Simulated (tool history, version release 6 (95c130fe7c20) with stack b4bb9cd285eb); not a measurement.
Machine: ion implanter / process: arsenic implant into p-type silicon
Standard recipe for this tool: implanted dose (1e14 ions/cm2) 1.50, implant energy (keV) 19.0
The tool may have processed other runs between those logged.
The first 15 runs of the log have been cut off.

run	hour	implanted dose (1e14 ions/cm2)	implant energy (keV)	wafers since the last listed run	hours since the last dose calibration	hours since the extraction supply was calibrated	hours since the gauge calibration	read-back reference wafer on the same gauge, sheet resistance	sheet resistance of the implanted and annealed layer (ohm/square)
16	428.8	1.50	19.0	388	2366.6	3423.4	39.0	463.33	481.46
17	456.4	1.68	24.5	413	2394.2	3451.0	66.6	462.81	426.58
18	485.0	1.50	19.0	428	2422.8	3479.6	95.2	463.02	482.56
19	514.1	1.72	15.5	436	2451.9	3508.7	124.3	463.27	446.64
20	549.7	1.71	19.0	533	2487.5	3544.3	159.9	462.36	436.28
21	567.3	1.50	14.0	263	2505.1	3561.9	177.5	462.89	504.60
22	589.0	1.50	19.0	325	2526.8	3583.6	199.2	462.87	480.31
23	607.1	1.50	22.0	271	2544.9	3601.7	217.3	463.59	468.92
24	634.2	1.22	15.5	406	2572.0	3628.8	244.4	463.19	576.86
# hour 672.0: extraction supply calibrated
25	672.5	1.08	21.0	454	2610.3	0.5	282.7	463.18	600.14
26	714.1	1.35	22.0	623	2651.9	42.1	324.3	463.19	504.52
27	731.2	1.50	19.0	256	2669.0	59.2	341.4	463.26	479.06
# hour 755.6: Faraday cup replaced and dose calibrated
28	760.5	1.73	16.0	319	4.9	88.5	370.7	463.25	460.50
29	781.7	1.20	25.5	317	26.1	109.7	391.9	463.04	555.17
30	798.1	1.33	22.5	245	42.5	126.1	408.3	463.16	529.39
31	816.8	1.50	12.5	280	61.2	144.8	427.0	463.17	527.50
32	837.4	1.50	16.0	308	81.8	165.4	447.6	462.73	506.98
33	850.9	1.50	19.0	202	95.3	178.9	461.1	462.61	498.60
34	877.6	1.10	13.0	400	122.0	205.6	487.8	463.38	655.77
35	904.4	1.15	16.5	401	148.8	232.4	514.6	462.95	615.95
36	935.8	1.50	19.0	470	180.2	263.8	546.0	462.81	497.78
37	964.9	1.50	19.0	436	209.3	292.9	575.1	463.07	498.52
38	988.6	1.20	13.0	355	233.0	316.6	598.8	462.36	616.65

3 options for the next run, each taken on its own from the tool as it stands now. Forecast them:
A	989.0	1.50	19.0	5	233.4	317.0	599.2	?	?
B	989.0	1.88	22.5	5	233.4	317.0	599.2	?	?
C	989.0	1.81	23.5	5	233.4	317.0	599.2	?	?

run	read-back reference wafer on the same gauge, sheet resistance	sheet resistance of the implanted and annealed layer (ohm/square)
A	462.19	498.06
B	462.19	411.54
C	462.19	420.40
Without the tool's hidden state the same runs would have given:
run	sheet resistance of the implanted and annealed layer (ohm/square)
A	500.29
B	413.40
C	422.29
